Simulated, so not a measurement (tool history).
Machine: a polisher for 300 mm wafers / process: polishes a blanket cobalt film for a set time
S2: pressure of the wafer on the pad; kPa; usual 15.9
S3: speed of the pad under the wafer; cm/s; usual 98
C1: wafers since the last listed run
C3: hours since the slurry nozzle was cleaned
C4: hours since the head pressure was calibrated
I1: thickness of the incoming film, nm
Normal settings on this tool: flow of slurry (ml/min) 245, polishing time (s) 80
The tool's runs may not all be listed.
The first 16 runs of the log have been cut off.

-- hour=198.7 head pressure recalibrated
run 17 hour=208.0 | flow_of_slurry_(ml/min)=265 S2=19.3 S3=98 polishing_time_(s)=80 | C1=160 wafers_polished_on_this_pad=407 C3=313.9 C4=9.3 | I1=1512.8 | film_removed_(angstrom)=4798
run 18 hour=223.0 | flow_of_slurry_(ml/min)=245 S2=15.9 S3=98 polishing_time_(s)=80 | C1=186 wafers_polished_on_this_pad=594 C3=328.9 C4=24.3 | I1=1524.5 | film_removed_(angstrom)=3881
run 19 hour=230.6 | flow_of_slurry_(ml/min)=245 S2=15.9 S3=98 polishing_time_(s)=72 | C1=94 wafers_polished_on_this_pad=688 C3=336.5 C4=31.9 | I1=1559.7 | film_removed_(angstrom)=3552
run 20 hour=243.0 | flow_of_slurry_(ml/min)=245 S2=15.9 S3=74 polishing_time_(s)=80 | C1=153 wafers_polished_on_this_pad=842 C3=348.9 C4=44.3 | I1=1561.6 | film_removed_(angstrom)=3063
run 21 hour=260.5 | flow_of_slurry_(ml/min)=305 S2=11.0 S3=64 polishing_time_(s)=71 | C1=217 wafers_polished_on_this_pad=1059 C3=366.4 C4=61.8 | I1=1534.9 | film_removed_(angstrom)=1701
run 22 hour=268.5 | flow_of_slurry_(ml/min)=245 S2=15.9 S3=98 polishing_time_(s)=80 | C1=99 wafers_polished_on_this_pad=1158 C3=374.4 C4=69.8 | I1=1551.3 | film_removed_(angstrom)=3861
-- hour=303.3 worn pad replaced by a new one
run 23 hour=314.3 | flow_of_slurry_(ml/min)=245 S2=15.9 S3=98 polishing_time_(s)=80 | C1=518 wafers_polished_on_this_pad=136 C3=420.2 C4=115.6 | I1=1544.0 | film_removed_(angstrom)=3899
-- hour=321.5 slurry nozzle cleaned
run 24 hour=365.6 | flow_of_slurry_(ml/min)=320 S2=15.9 S3=98 polishing_time_(s)=105 | C1=624 wafers_polished_on_this_pad=761 C3=44.1 C4=166.9 | I1=1573.2 | film_removed_(angstrom)=5268
run 25 hour=381.1 | flow_of_slurry_(ml/min)=245 S2=11.0 S3=98 polishing_time_(s)=80 | C1=192 wafers_polished_on_this_pad=953 C3=59.6 C4=182.4 | I1=1559.1 | film_removed_(angstrom)=2734
-- hour=426.4 worn pad replaced by a new one
run 26 hour=430.3 | flow_of_slurry_(ml/min)=245 S2=13.1 S3=98 polishing_time_(s)=54 | C1=560 wafers_polished_on_this_pad=48 C3=108.8 C4=231.6 | I1=1541.1 | film_removed_(angstrom)=2161
run 27 hour=440.2 | flow_of_slurry_(ml/min)=245 S2=15.9 S3=98 polishing_time_(s)=80 | C1=122 wafers_polished_on_this_pad=171 C3=118.7 C4=241.5 | I1=1518.3 | film_removed_(angstrom)=3891
run 28 hour=451.9 | flow_of_slurry_(ml/min)=245 S2=15.9 S3=98 polishing_time_(s)=80 | C1=145 wafers_polished_on_this_pad=316 C3=130.4 C4=253.2 | I1=1525.4 | film_removed_(angstrom)=3955
run 29 hour=460.5 | flow_of_slurry_(ml/min)=245 S2=15.9 S3=98 polishing_time_(s)=80 | C1=106 wafers_polished_on_this_pad=423 C3=139.0 C4=261.8 | I1=1554.9 | film_removed_(angstrom)=3953
run 30 hour=478.1 | flow_of_slurry_(ml/min)=165 S2=15.9 S3=86 polishing_time_(s)=101 | C1=218 wafers_polished_on_this_pad=641 C3=156.6 C4=279.4 | I1=1532.0 | film_removed_(angstrom)=4302
run 31 hour=492.7 | flow_of_slurry_(ml/min)=245 S2=20.7 S3=98 polishing_time_(s)=53 | C1=181 wafers_polished_on_this_pad=823 C3=171.2 C4=294.0 | I1=1543.4 | film_removed_(angstrom)=3381
run 32 hour=504.6 | flow_of_slurry_(ml/min)=245 S2=20.7 S3=98 polishing_time_(s)=107 | C1=147 wafers_polished_on_this_pad=970 C3=183.1 C4=305.9 | I1=1564.3 | film_removed_(angstrom)=6814
run 33 hour=514.2 | flow_of_slurry_(ml/min)=175 S2=15.9 S3=98 polishing_time_(s)=80 | C1=119 wafers_polished_on_this_pad=1089 C3=192.7 C4=315.5 | I1=1542.0 | film_removed_(angstrom)=3799
run 34 hour=525.5 | flow_of_slurry_(ml/min)=245 S2=15.9 S3=98 polishing_time_(s)=80 | C1=140 wafers_polished_on_this_pad=1230 C3=204.0 C4=326.8 | I1=1560.0 | film_removed_(angstrom)=3959
run 35 hour=539.7 | flow_of_slurry_(ml/min)=245 S2=15.9 S3=128 polishing_time_(s)=80 | C1=176 wafers_polished_on_this_pad=1406 C3=218.2 C4=341.0 | I1=1559.9 | film_removed_(angstrom)=4934
run 36 hour=548.4 | flow_of_slurry_(ml/min)=285 S2=17.9 S3=98 polishing_time_(s)=80 | C1=107 wafers_polished_on_this_pad=1514 C3=226.9 C4=349.7 | I1=1548.6 | film_removed_(angstrom)=4495
-- hour=558.0 worn pad replaced by a new one
run 37 hour=558.5 | flow_of_slurry_(ml/min)=200 S2=11.7 S3=128 polishing_time_(s)=96 | C1=75 wafers_polished_on_this_pad=6 C3=237.0 C4=359.8 | I1=1534.3 | film_removed_(angstrom)=4365
run 38 hour=566.7 | flow_of_slurry_(ml/min)=315 S2=15.9 S3=98 polishing_time_(s)=80 | C1=101 wafers_polished_on_this_pad=107 C3=245.2 C4=368.0 | I1=1527.8 | film_removed_(angstrom)=4023

What if the next run were any one of these 3? Each begins from the tool's condition after run 38:
run A hour=567.1 | flow_of_slurry_(ml/min)=245 S2=15.9 S3=98 polishing_time_(s)=80 | C1=4 wafers_polished_on_this_pad=112 C3=245.6 C4=368.4 | I1=1560.6 | film_removed_(angstrom)=?
run B hour=567.1 | flow_of_slurry_(ml/min)=325 S2=15.9 S3=98 polishing_time_(s)=80 | C1=4 wafers_polished_on_this_pad=112 C3=245.6 C4=368.4 | I1=1560.6 | film_removed_(angstrom)=?
run C hour=567.1 | flow_of_slurry_(ml/min)=245 S2=12.4 S3=98 polishing_time_(s)=80 | C1=4 wafers_polished_on_this_pad=112 C3=245.6 C4=368.4 | I1=1560.6 | film_removed_(angstrom)=?

run=A film_removed_(angstrom)=3917
run=B film_removed_(angstrom)=4001
run=C film_removed_(angstrom)=3066
With no hidden state in the tool, these same runs would have given:
run=A film_removed_(angstrom)=3917
run=B film_removed_(angstrom)=4001
run=C film_removed_(angstrom)=3066
